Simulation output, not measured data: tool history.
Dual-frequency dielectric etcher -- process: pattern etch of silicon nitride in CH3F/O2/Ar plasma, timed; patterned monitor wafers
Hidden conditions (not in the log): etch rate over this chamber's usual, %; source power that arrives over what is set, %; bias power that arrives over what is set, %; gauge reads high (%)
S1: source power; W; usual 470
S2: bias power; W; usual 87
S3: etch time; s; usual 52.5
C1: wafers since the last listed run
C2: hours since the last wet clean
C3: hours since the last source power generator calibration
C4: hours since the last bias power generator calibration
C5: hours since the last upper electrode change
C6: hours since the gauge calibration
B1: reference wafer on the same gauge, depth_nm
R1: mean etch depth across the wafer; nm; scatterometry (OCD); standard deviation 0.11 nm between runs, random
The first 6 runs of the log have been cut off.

| run | hour | S1 | S2 | S3 | C1 | C2 | C3 | C4 | C5 | C6 | B1 | R1 |
|---|---|---|---|---|---|---|---|---|---|---|---|---|
| 7 | 325.4 | 470 | 77 | 56.5 | 432 | 350.9 | 3607.9 | 1848 | 2395.1 | 558.1 | 44.53 | 39.13 |
| 8 | 359.5 | 400 | 87 | 45.5 | 316 | 385 | 3642 | 1882.1 | 2429.2 | 592.2 | 44.51 | 32.11 |
| 9 | 402 | 400 | 87 | 45.5 | 393 | 427.5 | 3684.5 | 1924.6 | 2471.7 | 634.7 | 44.46 | 32.04 |
| 10 | 426.5 | 470 | 87 | 52.5 | 227 | 452 | 3709 | 1949.1 | 2496.2 | 659.2 | 44.58 | 38.87 |
| 11 | 451.3 | 470 | 87 | 52.5 | 229 | 476.8 | 3733.8 | 1973.9 | 2521 | 684 | 44.55 | 38.86 |
|  | 524.3 | wet clean of the chamber |
| 12 | 524.8 | 470 | 87 | 52.5 | 458 | 0.5 | 3807.3 | 2047.4 | 2594.5 | 757.5 | 44.56 | 38.88 |
| 13 | 555.4 | 470 | 87 | 65 | 283 | 31.1 | 3837.9 | 2078 | 2625.1 | 788.1 | 44.5 | 47.98 |
|  | 595 | bias power generator calibrated |
| 14 | 622.1 | 470 | 87 | 65 | 581 | 97.8 | 3904.6 | 27.1 | 2691.8 | 854.8 | 44.46 | 49.46 |
|  | 653.5 | upper electrode replaced |
| 15 | 692.6 | 470 | 100 | 39 | 430 | 168.3 | 3975.1 | 97.6 | 39.1 | 925.3 | 44.51 | 32.23 |
| 16 | 731.1 | 470 | 87 | 52.5 | 356 | 206.8 | 4013.6 | 136.1 | 77.6 | 963.8 | 44.51 | 40.08 |
|  | 743.9 | source power generator calibrated |
|  | 906.4 | gauge calibrated |
| 17 | 932.1 | 380 | 87 | 57 | 1825 | 407.8 | 188.2 | 337.1 | 278.6 | 25.7 | 44.5 | 40.4 |
| 18 | 996.1 | 470 | 109 | 59.5 | 593 | 471.8 | 252.2 | 401.1 | 342.6 | 89.7 | 44.45 | 50.94 |
| 19 | 1052.2 | 470 | 69 | 52.5 | 519 | 527.9 | 308.3 | 457.2 | 398.7 | 145.8 | 44.53 | 34.8 |
|  | 1114.4 | wet clean of the chamber |
| 20 | 1114.9 | 470 | 87 | 52.5 | 358 | 0.5 | 371 | 519.9 | 461.4 | 208.5 | 44.52 | 39.51 |
| 21 | 1140.4 | 390 | 67 | 47.5 | 236 | 26 | 396.5 | 545.4 | 486.9 | 234 | 44.57 | 29.16 |
| 22 | 1176.1 | 350 | 87 | 44 | 330 | 61.7 | 432.2 | 581.1 | 522.6 | 269.7 | 44.52 | 30.58 |
| 23 | 1208.9 | 550 | 68 | 61 | 304 | 94.5 | 465 | 613.9 | 555.4 | 302.5 | 44.54 | 42.11 |
| 24 | 1257.5 | 360 | 94 | 52.5 | 450 | 143.1 | 513.6 | 662.5 | 604 | 351.1 | 44.5 | 38.1 |
| 25 | 1288.9 | 470 | 87 | 52.5 | 291 | 174.5 | 545 | 693.9 | 635.4 | 382.5 | 44.48 | 39.55 |
| 26 | 1336 | 400 | 87 | 45.5 | 436 | 221.6 | 592.1 | 741 | 682.5 | 429.6 | 44.54 | 32.7 |
| 27 | 1383.8 | 370 | 87 | 67 | 443 | 269.4 | 639.9 | 788.8 | 730.3 | 477.4 | 44.5 | 46.99 |
| 28 | 1427.9 | 580 | 107 | 66 | 408 | 313.5 | 684 | 832.9 | 774.4 | 521.5 | 44.48 | 59.8 |
| 29 | 1477.4 | 360 | 71 | 41.5 | 458 | 363 | 733.5 | 882.4 | 823.9 | 571 | 44.47 | 25.62 |
| 30 | 1516.2 | 530 | 87 | 67.5 | 359 | 401.8 | 772.3 | 921.2 | 862.7 | 609.8 | 44.49 | 53.01 |
| 31 | 1555.3 | 470 | 87 | 67.5 | 362 | 440.9 | 811.4 | 960.3 | 901.8 | 648.9 | 44.52 | 50.76 |

Forecast each of these 3 alternatives for the next run:
| A | 1555.7 | 470 | 87 | 62 | 3 | 441.3 | 811.8 | 960.7 | 902.2 | 649.3 | ? | ? |
| B | 1555.7 | 400 | 78 | 64.5 | 3 | 441.3 | 811.8 | 960.7 | 902.2 | 649.3 | ? | ? |
| C | 1555.7 | 570 | 87 | 44 | 3 | 441.3 | 811.8 | 960.7 | 902.2 | 649.3 | ? | ? |

| run | B1 | R1 |
|---|---|---|
| A | 44.5 | 46.66 |
| B | 44.5 | 43.28 |
| C | 44.5 | 35.29 |
The same runs, with their run-to-run variation unchanged, on a tool lacking any hidden condition would have given:
| run | R1 |
|---|---|
| A | 47.01 |
| B | 43.6 |
| C | 35.55 |
